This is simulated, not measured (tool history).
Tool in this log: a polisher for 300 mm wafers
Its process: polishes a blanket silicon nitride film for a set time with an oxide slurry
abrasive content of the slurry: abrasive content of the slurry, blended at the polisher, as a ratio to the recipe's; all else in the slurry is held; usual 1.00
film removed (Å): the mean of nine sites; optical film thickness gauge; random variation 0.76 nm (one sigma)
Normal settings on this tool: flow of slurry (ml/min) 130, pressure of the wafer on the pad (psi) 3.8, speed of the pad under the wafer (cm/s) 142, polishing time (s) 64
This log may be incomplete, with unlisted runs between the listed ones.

run   hour  flow of slurry (ml/min)  pressure of the wafer on the pad (psi)  speed of the pad under the wafer (cm/s)  abrasive content of the slurry  polishing time (s)  incoming thickness of the incoming film, nm  film removed (Å)
  1    0.0                      130                                     3.8                                      122                            1.00                  64                                        379.5               458
  2   24.3                      130                                     3.8                                      122                            1.00                  64                                        373.9               460
  3   38.3                      130                                     3.8                                      122                            1.00                  64                                        383.0               459
  4   73.1                      130                                     3.8                                      142                            1.00                  64                                        378.9               522
  5  107.8                      130                                     3.8                                      142                            1.00                  64                                        380.4               518
  6  143.3                      130                                     3.8                                      142                            1.00                  64                                        375.8               512
  7  157.8                      130                                     3.8                                      142                            1.00                  64                                        382.9               517
  8  183.7                      130                                     3.8                                      142                            1.00                  64                                        378.5               519
  9  212.4                      130                                     3.8                                      142                            1.00                  64                                        374.2               518
 10  262.6                      165                                     3.8                                      142                            1.00                  64                                        384.9               542
 11  352.5                      165                                     3.8                                      142                            1.00                  64                                        375.2               545
 12  374.4                      145                                     3.8                                      100                            1.20                  55                                        384.1               394
 13  393.4                      155                                     4.7                                      142                            1.00                  71                                        380.5               696
 14  415.4                      130                                     3.8                                      142                            1.00                  64                                        383.2               518
 15  436.8                      105                                     3.8                                      162                            1.00                  64                                        375.7               525
 16  460.4                      130                                     3.8                                      142                            1.00                  64                                        380.0               527
 17  492.4                      130                                     3.8                                      100                            1.00                  64                                        384.7               414
 18  519.4                       95                                     3.8                                      142                            1.10                  85                                        386.1               669
 19  538.7                      130                                     2.6                                      142                            0.75                  64                                        383.3               341
 20  553.3                       95                                     3.8                                      142                            1.10                  85                                        376.2               667
 21  570.6                      130                                     4.4                                      142                            1.00                  64                                        376.6               571
 22  630.2                      130                                     3.8                                      142                            1.00                  64                                        378.7               518
 23  660.8                      110                                     3.8                                      142                            1.00                  54                                        377.1               418

Not shown: 12 entries that the log had between the listed runs. Between which runs, and how does the tool's hidden state differ before and after?
In the gap between runs 1 and 2: worn pad replaced by a new one (hour 1.0)
  no hidden state differs between the two runs
In the gap between runs 5 and 6: worn pad replaced by a new one (hour 134.2)
  no hidden state differs between the two runs
In the gap between runs 7 and 8: slurry blender recalibrated (hour 167.8); conditioning disc replaced and pad reconditioned (hour 175.6)
  no hidden state differs between the two runs
In the gap between runs 9 and 10: worn pad replaced by a new one (hour 256.7)
  no hidden state differs between the two runs
In the gap between runs 10 and 11: slurry nozzle cleaned (hour 302.2)
  no hidden state differs between the two runs
In the gap between runs 11 and 12: head pressure recalibrated (hour 363.1)
  no hidden state differs between the two runs
In the gap between runs 12 and 13: worn pad replaced by a new one (hour 392.9)
  no hidden state differs between the two runs
In the gap between runs 15 and 16: slurry blender recalibrated (hour 459.9)
  no hidden state differs between the two runs
In the gap between runs 16 and 17: conditioning disc replaced and pad reconditioned (hour 474.9)
  no hidden state differs between the two runs
In the gap between runs 17 and 18: worn pad replaced by a new one (hour 518.5)
  no hidden state differs between the two runs
In the gap between runs 22 and 23: worn pad replaced by a new one (hour 660.3)
  no hidden state differs between the two runs
